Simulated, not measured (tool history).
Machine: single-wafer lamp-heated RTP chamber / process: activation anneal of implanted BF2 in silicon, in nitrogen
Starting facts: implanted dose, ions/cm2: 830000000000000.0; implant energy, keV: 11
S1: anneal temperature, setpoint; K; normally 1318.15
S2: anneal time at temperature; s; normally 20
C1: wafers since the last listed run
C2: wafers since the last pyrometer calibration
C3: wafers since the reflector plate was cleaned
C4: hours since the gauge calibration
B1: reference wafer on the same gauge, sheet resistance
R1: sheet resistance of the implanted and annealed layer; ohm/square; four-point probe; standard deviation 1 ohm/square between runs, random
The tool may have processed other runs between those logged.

{"run": 1, "hour": 0.0, "S1": 1330.15, "S2": 20, "C1": 0, "C2": 3342, "C3": 7573, "C4": 483.0, "B1": 166.14, "R1": 171.31}
{"run": 2, "hour": 14.3, "S1": 1318.15, "S2": 20, "C1": 191, "C2": 3534, "C3": 7765, "C4": 497.3, "B1": 165.76, "R1": 179.95}
{"run": 3, "hour": 27.7, "S1": 1318.15, "S2": 20, "C1": 179, "C2": 3714, "C3": 7945, "C4": 510.7, "B1": 166.18, "R1": 180.06}
{"run": 4, "hour": 36.0, "S1": 1318.15, "S2": 20, "C1": 111, "C2": 3825, "C3": 8057, "C4": 519.0, "B1": 166.17, "R1": 179.78}
{"run": 5, "hour": 46.5, "S1": 1332.15, "S2": 20, "C1": 140, "C2": 3966, "C3": 8198, "C4": 529.5, "B1": 166.19, "R1": 166.3}
{"run": 6, "hour": 61.5, "S1": 1332.15, "S2": 20, "C1": 201, "C2": 4168, "C3": 8399, "C4": 544.5, "B1": 165.83, "R1": 167.83}
{"run": 7, "hour": 68.7, "S1": 1332.15, "S2": 20, "C1": 96, "C2": 4264, "C3": 8495, "C4": 551.7, "B1": 166.05, "R1": 166.03}
{"run": 8, "hour": 86.1, "S1": 1318.15, "S2": 20, "C1": 233, "C2": 4498, "C3": 8729, "C4": 569.1, "B1": 165.89, "R1": 180.11}
{"run": 9, "hour": 103.3, "S1": 1318.15, "S2": 20, "C1": 230, "C2": 4729, "C3": 8960, "C4": 586.3, "B1": 165.81, "R1": 177.99}
{"run": 10, "hour": 118.2, "S1": 1318.15, "S2": 20, "C1": 199, "C2": 4929, "C3": 9160, "C4": 601.2, "B1": 165.87, "R1": 180.09}
{"run": 11, "hour": 134.5, "S1": 1318.15, "S2": 20, "C1": 218, "C2": 5147, "C3": 9379, "C4": 617.5, "B1": 166.05, "R1": 176.77}
{"hour": 135.4, "done": "gauge calibrated"}
{"run": 12, "hour": 144.7, "S1": 1318.15, "S2": 20, "C1": 136, "C2": 5284, "C3": 9516, "C4": 9.3, "B1": 165.94, "R1": 177.81}
{"run": 13, "hour": 158.8, "S1": 1318.15, "S2": 20, "C1": 189, "C2": 5474, "C3": 9705, "C4": 23.4, "B1": 166.18, "R1": 176.83}
{"run": 14, "hour": 170.6, "S1": 1303.15, "S2": 13, "C1": 158, "C2": 5632, "C3": 9863, "C4": 35.2, "B1": 166.23, "R1": 204.56}
{"run": 15, "hour": 181.0, "S1": 1318.15, "S2": 11, "C1": 139, "C2": 5772, "C3": 10003, "C4": 45.6, "B1": 165.82, "R1": 194.81}
{"run": 16, "hour": 195.8, "S1": 1292.15, "S2": 24, "C1": 198, "C2": 5970, "C3": 10201, "C4": 60.4, "B1": 166.19, "R1": 196.9}
{"run": 17, "hour": 211.5, "S1": 1318.15, "S2": 20, "C1": 210, "C2": 6181, "C3": 10412, "C4": 76.1, "B1": 166.19, "R1": 177.58}
{"run": 18, "hour": 222.4, "S1": 1338.15, "S2": 25, "C1": 146, "C2": 6327, "C3": 10558, "C4": 87.0, "B1": 166.01, "R1": 157.92}
{"run": 19, "hour": 231.5, "S1": 1331.15, "S2": 14, "C1": 122, "C2": 6449, "C3": 10681, "C4": 96.1, "B1": 166.15, "R1": 175.35}
{"run": 20, "hour": 238.9, "S1": 1302.15, "S2": 23, "C1": 99, "C2": 6549, "C3": 10780, "C4": 103.5, "B1": 165.9, "R1": 188.58}
{"run": 21, "hour": 248.4, "S1": 1307.15, "S2": 9, "C1": 127, "C2": 6676, "C3": 10907, "C4": 113.0, "B1": 165.8, "R1": 212.11}
{"run": 22, "hour": 259.3, "S1": 1318.15, "S2": 20, "C1": 146, "C2": 6823, "C3": 11054, "C4": 123.9, "B1": 166.13, "R1": 179.14}
{"run": 23, "hour": 269.3, "S1": 1309.15, "S2": 30, "C1": 134, "C2": 6957, "C3": 11188, "C4": 133.9, "B1": 165.98, "R1": 177.18}
{"run": 24, "hour": 288.5, "S1": 1318.15, "S2": 20, "C1": 257, "C2": 7214, "C3": 11446, "C4": 153.1, "B1": 165.88, "R1": 177.36}
{"run": 25, "hour": 319.0, "S1": 1303.15, "S2": 13, "C1": 409, "C2": 7624, "C3": 11855, "C4": 183.6, "B1": 166.46, "R1": 204.74}
{"hour": 335.4, "done": "reflector plate cleaned"}
{"run": 26, "hour": 335.9, "S1": 1318.15, "S2": 20, "C1": 119, "C2": 7743, "C3": 6, "C4": 200.5, "B1": 165.9, "R1": 183.17}
{"run": 27, "hour": 338.2, "S1": 1345.15, "S2": 17, "C1": 30, "C2": 7774, "C3": 37, "C4": 202.8, "B1": 166.07, "R1": 167.43}
{"hour": 348.5, "done": "pyrometer window cleaned and pyrometer calibrated"}
{"run": 28, "hour": 356.0, "S1": 1318.15, "S2": 13, "C1": 131, "C2": 100, "C3": 169, "C4": 220.6, "B1": 165.89, "R1": 195.51}
{"run": 29, "hour": 362.0, "S1": 1307.15, "S2": 14, "C1": 80, "C2": 180, "C3": 249, "C4": 226.6, "B1": 165.95, "R1": 202.96}
{"run": 30, "hour": 377.6, "S1": 1293.15, "S2": 13, "C1": 209, "C2": 390, "C3": 458, "C4": 242.2, "B1": 165.95, "R1": 229.08}
{"run": 31, "hour": 430.6, "S1": 1298.15, "S2": 29, "C1": 711, "C2": 1101, "C3": 1170, "C4": 295.2, "B1": 166.06, "R1": 192.3}
{"run": 32, "hour": 446.1, "S1": 1318.15, "S2": 10, "C1": 208, "C2": 1309, "C3": 1378, "C4": 310.7, "B1": 165.96, "R1": 201.34}
{"run": 33, "hour": 461.0, "S1": 1318.15, "S2": 20, "C1": 199, "C2": 1509, "C3": 1578, "C4": 325.6, "B1": 165.66, "R1": 183.97}
{"run": 34, "hour": 473.8, "S1": 1318.15, "S2": 20, "C1": 171, "C2": 1681, "C3": 1750, "C4": 338.4, "B1": 166.01, "R1": 182.91}
{"run": 35, "hour": 489.4, "S1": 1306.15, "S2": 31, "C1": 209, "C2": 1890, "C3": 1959, "C4": 354.0, "B1": 165.91, "R1": 181.9}
{"run": 36, "hour": 505.8, "S1": 1330.15, "S2": 28, "C1": 220, "C2": 2110, "C3": 2179, "C4": 370.4, "B1": 165.94, "R1": 164.38}

Some steps in R1 between neighbouring runs. How much of each would the tool show without its hidden state too (settings, what came in, random variation), and how much is left for the hidden state, with any gauge scatter that isn't in both results?
What the log doesn't record here: true wafer temperature minus pyrometer reading, K; wafer temperature error from the tarnished reflector plate, K; gauge reads high (%).
Run 21 -> 22: S1 1307.15 -> 1318.15, S2 9 -> 20. R1 -32.97 ohm/square: hidden state +3.38, all else -36.35.
Run 24 -> 25: S1 1318.15 -> 1303.15, S2 20 -> 13. R1 +27.38 ohm/square: hidden state -3.53, all else +30.91.
Run 25 -> 26: S1 1303.15 -> 1318.15, S2 13 -> 20, reflector plate cleaned. R1 -21.57 ohm/square: hidden state +9.87, all else -31.44.
Run 27 -> 28: S1 1345.15 -> 1318.15, S2 17 -> 13, pyrometer window cleaned and pyrometer calibrated. R1 +28.08 ohm/square: hidden state -0.26, all else +28.34.
Run 30 -> 31: S1 1293.15 -> 1298.15, S2 13 -> 29. R1 -36.78 ohm/square: hidden state -0.13, all else -36.65.

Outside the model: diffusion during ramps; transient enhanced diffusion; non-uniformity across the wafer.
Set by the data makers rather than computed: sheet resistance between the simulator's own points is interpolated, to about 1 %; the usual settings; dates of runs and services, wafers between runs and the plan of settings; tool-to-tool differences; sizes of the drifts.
